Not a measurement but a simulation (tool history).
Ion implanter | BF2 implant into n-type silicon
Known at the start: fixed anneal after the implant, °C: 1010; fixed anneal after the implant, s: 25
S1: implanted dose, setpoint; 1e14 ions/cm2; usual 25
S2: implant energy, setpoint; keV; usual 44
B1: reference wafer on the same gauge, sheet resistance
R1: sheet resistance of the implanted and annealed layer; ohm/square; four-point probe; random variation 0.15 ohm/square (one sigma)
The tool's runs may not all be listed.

| run | hour | S1 | S2 | B1 | R1 |
|---|---|---|---|---|---|
| 1 | 0 | 25 | 44 | 105 | 102.71 |
| 2 | 29.8 | 25 | 35.5 | 104.97 | 114.45 |
| 3 | 72 | 25 | 35.5 | 104.99 | 114.37 |
| 4 | 90.9 | 28.44 | 44 | 104.97 | 101.75 |
| 5 | 106.8 | 28.44 | 44 | 105.07 | 101.96 |
| 6 | 121.6 | 28.44 | 44 | 104.99 | 102.08 |
| 7 | 144.6 | 25 | 44 | 104.95 | 102.95 |
| 8 | 159.7 | 25 | 44 | 104.99 | 103.03 |
| 9 | 182.4 | 21.45 | 33.5 | 105.02 | 119.01 |
| 10 | 216.2 | 25 | 44 | 104.97 | 102.91 |
| 11 | 235 | 25 | 44 | 105.05 | 102.81 |
| 12 | 252.9 | 25 | 44 | 105 | 102.83 |
| 13 | 287 | 25 | 44 | 104.96 | 102.85 |
| 14 | 321.5 | 25 | 44 | 105.02 | 103.08 |
| 15 | 351.7 | 25 | 44 | 104.98 | 103.21 |
| 16 | 378.9 | 28.44 | 44 | 104.97 | 102.08 |
| 17 | 393 | 25 | 44 | 105.03 | 103.34 |
| 18 | 476.9 | 30.94 | 33.5 | 105.12 | 117.06 |
| 19 | 497.4 | 18.67 | 44 | 105.03 | 107.01 |
| 20 | 513.8 | 27.42 | 52.5 | 105.09 | 93.17 |
|  | 544.9 | extraction supply calibrated |
| 21 | 545.4 | 22.03 | 38.5 | 105 | 108.9 |
| 22 | 573.1 | 22.93 | 34 | 105 | 115.39 |
|  | 592.3 | gauge calibrated |
| 23 | 597.2 | 28.88 | 56.5 | 104.96 | 86.63 |
|  | 608.4 | Faraday cup replaced and dose calibrated |
| 24 | 701.7 | 25 | 44 | 105.01 | 100.9 |
| 25 | 719.4 | 25 | 44 | 105.07 | 100.93 |
| 26 | 754.1 | 27.98 | 48.5 | 105.02 | 94.89 |
| 27 | 787.2 | 30.57 | 52 | 104.97 | 90.54 |
| 28 | 864.1 | 25 | 44 | 105.09 | 100.75 |
| 29 | 883.3 | 18.78 | 38.5 | 104.99 | 111.37 |
| 30 | 903.3 | 29.55 | 36.5 | 105.03 | 109.76 |

Measured less the same run without the tool's hidden state. The same run-to-run variation is in both; the gauge's scatter may not be:
The hidden state here: deviation of the true dose from the Faraday cup's reading, %; deviation of the true energy from its setpoint, %; gauge reads high (%).
| run | R1 |
|---|---|
| 1 | +1.75 |
| 2 | +1.86 |
| 3 | +1.91 |
| 4 | +1.88 |
| 5 | +1.9 |
| 6 | +1.92 |
| 7 | +1.91 |
| 8 | +1.92 |
| 9 | +2.03 |
| 10 | +1.99 |
| 11 | +2.01 |
| 12 | +2.03 |
| 13 | +2.07 |
| 14 | +2.12 |
| 15 | +2.15 |
| 16 | +2.22 |
| 17 | +2.2 |
| 18 | +2.44 |
| 19 | +2.17 |
| 20 | +2.29 |
| 21 | -0.15 |
| 22 | -0.16 |
| 23 | -0.14 |
| 24 | -0.15 |
| 25 | -0.15 |
| 26 | -0.14 |
| 27 | -0.14 |
| 28 | -0.13 |
| 29 | -0.12 |
| 30 | -0.14 |
